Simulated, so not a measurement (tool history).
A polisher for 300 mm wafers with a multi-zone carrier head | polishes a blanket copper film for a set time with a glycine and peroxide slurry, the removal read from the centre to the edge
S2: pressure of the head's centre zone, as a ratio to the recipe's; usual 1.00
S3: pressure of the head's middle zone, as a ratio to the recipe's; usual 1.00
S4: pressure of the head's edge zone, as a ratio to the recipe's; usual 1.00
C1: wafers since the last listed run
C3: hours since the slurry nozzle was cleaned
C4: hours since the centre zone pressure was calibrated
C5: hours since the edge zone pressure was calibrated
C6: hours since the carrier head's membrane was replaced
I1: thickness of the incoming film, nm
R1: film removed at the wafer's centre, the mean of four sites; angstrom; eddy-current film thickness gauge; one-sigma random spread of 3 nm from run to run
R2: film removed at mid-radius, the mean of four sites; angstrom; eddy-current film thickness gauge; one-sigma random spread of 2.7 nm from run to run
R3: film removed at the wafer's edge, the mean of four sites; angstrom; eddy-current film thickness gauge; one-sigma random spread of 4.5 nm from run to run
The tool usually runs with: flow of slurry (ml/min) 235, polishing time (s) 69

run 1 day=0.000 | flow_of_slurry_(ml/min)=235 S2=1.00 S3=1.00 S4=1.00 polishing_time_(s)=69 | C1=0 wafers_polished_on_this_pad=589 C3=731.3 C4=44.1 C5=1267.4 C6=848.3 | I1=1908.3 | R1=4223 R2=4301 R3=4242
run 2 day=0.562 | flow_of_slurry_(ml/min)=280 S2=1.00 S3=1.00 S4=1.00 polishing_time_(s)=82 | C1=146 wafers_polished_on_this_pad=736 C3=744.8 C4=57.6 C5=1280.9 C6=861.8 | I1=1893.9 | R1=5103 R2=5195 R3=5094
run 3 day=0.854 | flow_of_slurry_(ml/min)=280 S2=1.00 S3=1.00 S4=1.00 polishing_time_(s)=82 | C1=76 wafers_polished_on_this_pad=812 C3=751.8 C4=64.6 C5=1287.9 C6=868.8 | I1=1903.0 | R1=5183 R2=5186 R3=5179
-- day=1.092 edge zone pressure recalibrated
run 4 day=1.104 | flow_of_slurry_(ml/min)=235 S2=0.97 S3=1.06 S4=1.00 polishing_time_(s)=69 | C1=43 wafers_polished_on_this_pad=855 C3=757.8 C4=70.6 C5=0.3 C6=874.8 | I1=1915.4 | R1=4054 R2=4479 R3=4236
-- day=1.379 worn pad replaced by a new one
-- day=1.562 carrier head's membrane replaced by a new one
run 5 day=1.662 | flow_of_slurry_(ml/min)=235 S2=1.00 S3=1.00 S4=1.00 polishing_time_(s)=69 | C1=54 wafers_polished_on_this_pad=26 C3=771.2 C4=84.0 C5=13.7 C6=2.4 | I1=1864.8 | R1=4133 R2=4253 R3=4205
run 6 day=2.204 | flow_of_slurry_(ml/min)=210 S2=0.95 S3=1.00 S4=1.00 polishing_time_(s)=69 | C1=141 wafers_polished_on_this_pad=167 C3=784.2 C4=97.0 C5=26.7 C6=15.4 | I1=1907.6 | R1=3800 R2=4058 R3=4111
run 7 day=2.496 | flow_of_slurry_(ml/min)=235 S2=1.00 S3=1.00 S4=1.00 polishing_time_(s)=69 | C1=76 wafers_polished_on_this_pad=243 C3=791.2 C4=104.0 C5=33.7 C6=22.4 | I1=1899.8 | R1=4118 R2=4226 R3=4179
-- day=2.633 slurry nozzle cleaned
run 8 day=2.958 | flow_of_slurry_(ml/min)=235 S2=1.00 S3=1.00 S4=1.00 polishing_time_(s)=90 | C1=109 wafers_polished_on_this_pad=353 C3=7.8 C4=115.1 C5=44.8 C6=33.5 | I1=1913.1 | R1=5734 R2=5821 R3=5806
run 9 day=3.408 | flow_of_slurry_(ml/min)=235 S2=0.96 S3=0.96 S4=1.00 polishing_time_(s)=85 | C1=117 wafers_polished_on_this_pad=470 C3=18.6 C4=125.9 C5=55.6 C6=44.3 | I1=1884.4 | R1=5227 R2=5332 R3=5449
run 10 day=4.125 | flow_of_slurry_(ml/min)=235 S2=0.93 S3=1.00 S4=0.91 polishing_time_(s)=69 | C1=186 wafers_polished_on_this_pad=657 C3=35.8 C4=143.1 C5=72.8 C6=61.5 | I1=1908.5 | R1=4102 R2=4521 R3=4181
run 11 day=4.467 | flow_of_slurry_(ml/min)=180 S2=1.11 S3=1.00 S4=1.00 polishing_time_(s)=69 | C1=89 wafers_polished_on_this_pad=746 C3=44.0 C4=151.3 C5=81.0 C6=69.7 | I1=1880.3 | R1=4660 R2=4276 R3=4262
run 12 day=5.058 | flow_of_slurry_(ml/min)=235 S2=1.05 S3=1.00 S4=1.00 polishing_time_(s)=69 | C1=154 wafers_polished_on_this_pad=900 C3=58.2 C4=165.5 C5=95.2 C6=83.9 | I1=1909.4 | R1=4668 R2=4439 R3=4381
run 13 day=5.529 | flow_of_slurry_(ml/min)=235 S2=1.00 S3=1.00 S4=0.90 polishing_time_(s)=69 | C1=122 wafers_polished_on_this_pad=1023 C3=69.5 C4=176.8 C5=106.5 C6=95.2 | I1=1865.5 | R1=4389 R2=4467 R3=4252
-- day=5.838 worn pad replaced by a new one
run 14 day=5.950 | flow_of_slurry_(ml/min)=235 S2=1.00 S3=1.00 S4=1.00 polishing_time_(s)=69 | C1=66 wafers_polished_on_this_pad=28 C3=79.6 C4=186.9 C5=116.6 C6=105.3 | I1=1926.9 | R1=4469 R2=4515 R3=4375
run 15 day=6.542 | flow_of_slurry_(ml/min)=280 S2=1.00 S3=0.95 S4=1.08 polishing_time_(s)=69 | C1=154 wafers_polished_on_this_pad=183 C3=93.8 C4=201.1 C5=130.8 C6=119.5 | I1=1895.8 | R1=4490 R2=4358 R3=4706
run 16 day=6.954 | flow_of_slurry_(ml/min)=235 S2=1.00 S3=1.00 S4=1.00 polishing_time_(s)=69 | C1=107 wafers_polished_on_this_pad=290 C3=103.7 C4=211.0 C5=140.7 C6=129.4 | I1=1861.3 | R1=4435 R2=4462 R3=4450
run 17 day=7.371 | flow_of_slurry_(ml/min)=170 S2=0.90 S3=1.00 S4=0.88 polishing_time_(s)=58 | C1=108 wafers_polished_on_this_pad=399 C3=113.7 C4=221.0 C5=150.7 C6=139.4 | I1=1934.7 | R1=3152 R2=3537 R3=3399
run 18 day=8.012 | flow_of_slurry_(ml/min)=160 S2=0.93 S3=1.00 S4=1.06 polishing_time_(s)=86 | C1=167 wafers_polished_on_this_pad=566 C3=129.1 C4=236.4 C5=166.1 C6=154.8 | I1=1919.0 | R1=4670 R2=5212 R3=5223
run 19 day=8.621 | flow_of_slurry_(ml/min)=190 S2=0.91 S3=1.00 S4=1.00 polishing_time_(s)=69 | C1=158 wafers_polished_on_this_pad=724 C3=143.7 C4=251.0 C5=180.7 C6=169.4 | I1=1889.7 | R1=3884 R2=4356 R3=4294
-- day=9.254 worn pad replaced by a new one
run 20 day=9.275 | flow_of_slurry_(ml/min)=235 S2=1.00 S3=1.00 S4=1.00 polishing_time_(s)=69 | C1=127 wafers_polished_on_this_pad=4 C3=159.4 C4=266.7 C5=196.4 C6=185.1 | I1=1903.1 | R1=4355 R2=4500 R3=4374
run 21 day=9.388 | flow_of_slurry_(ml/min)=235 S2=0.95 S3=1.10 S4=1.11 polishing_time_(s)=75 | C1=29 wafers_polished_on_this_pad=34 C3=162.1 C4=269.4 C5=199.1 C6=187.8 | I1=1911.6 | R1=4555 R2=5288 R3=4911
run 22 day=10.858 | flow_of_slurry_(ml/min)=235 S2=1.00 S3=0.96 S4=0.90 polishing_time_(s)=69 | C1=383 wafers_polished_on_this_pad=417 C3=197.4 C4=304.7 C5=234.4 C6=223.1 | I1=1861.9 | R1=4358 R2=4328 R3=4276
run 23 day=11.333 | flow_of_slurry_(ml/min)=235 S2=1.00 S3=1.00 S4=1.00 polishing_time_(s)=69 | C1=123 wafers_polished_on_this_pad=541 C3=208.8 C4=316.1 C5=245.8 C6=234.5 | I1=1897.4 | R1=4429 R2=4391 R3=4377

Consider 3 possible next runs. They are alternatives, not a sequence: every one starts from the tool as it was left by run 23. What does each give?
run A day=11.350 | flow_of_slurry_(ml/min)=235 S2=1.00 S3=1.00 S4=1.00 polishing_time_(s)=69 | C1=4 wafers_polished_on_this_pad=545 C3=209.2 C4=316.5 C5=246.2 C6=234.9 | I1=1916.3 | R1=? R2=? R3=?
run B day=11.350 | flow_of_slurry_(ml/min)=190 S2=0.96 S3=1.00 S4=1.00 polishing_time_(s)=69 | C1=4 wafers_polished_on_this_pad=545 C3=209.2 C4=316.5 C5=246.2 C6=234.9 | I1=1916.3 | R1=? R2=? R3=?
run C day=11.350 | flow_of_slurry_(ml/min)=235 S2=1.05 S3=0.94 S4=1.04 polishing_time_(s)=89 | C1=4 wafers_polished_on_this_pad=545 C3=209.2 C4=316.5 C5=246.2 C6=234.9 | I1=1916.3 | R1=? R2=? R3=?

run=A R1=4435 R2=4448 R3=4354
run=B R1=4095 R2=4297 R3=4243
run=C R1=6006 R2=5444 R3=5710
What these runs would have given with no unlogged condition in the tool:
run=A R1=4467 R2=4476 R3=4375
run=B R1=4132 R2=4332 R3=4269
run=C R1=6049 R2=5479 R3=5737

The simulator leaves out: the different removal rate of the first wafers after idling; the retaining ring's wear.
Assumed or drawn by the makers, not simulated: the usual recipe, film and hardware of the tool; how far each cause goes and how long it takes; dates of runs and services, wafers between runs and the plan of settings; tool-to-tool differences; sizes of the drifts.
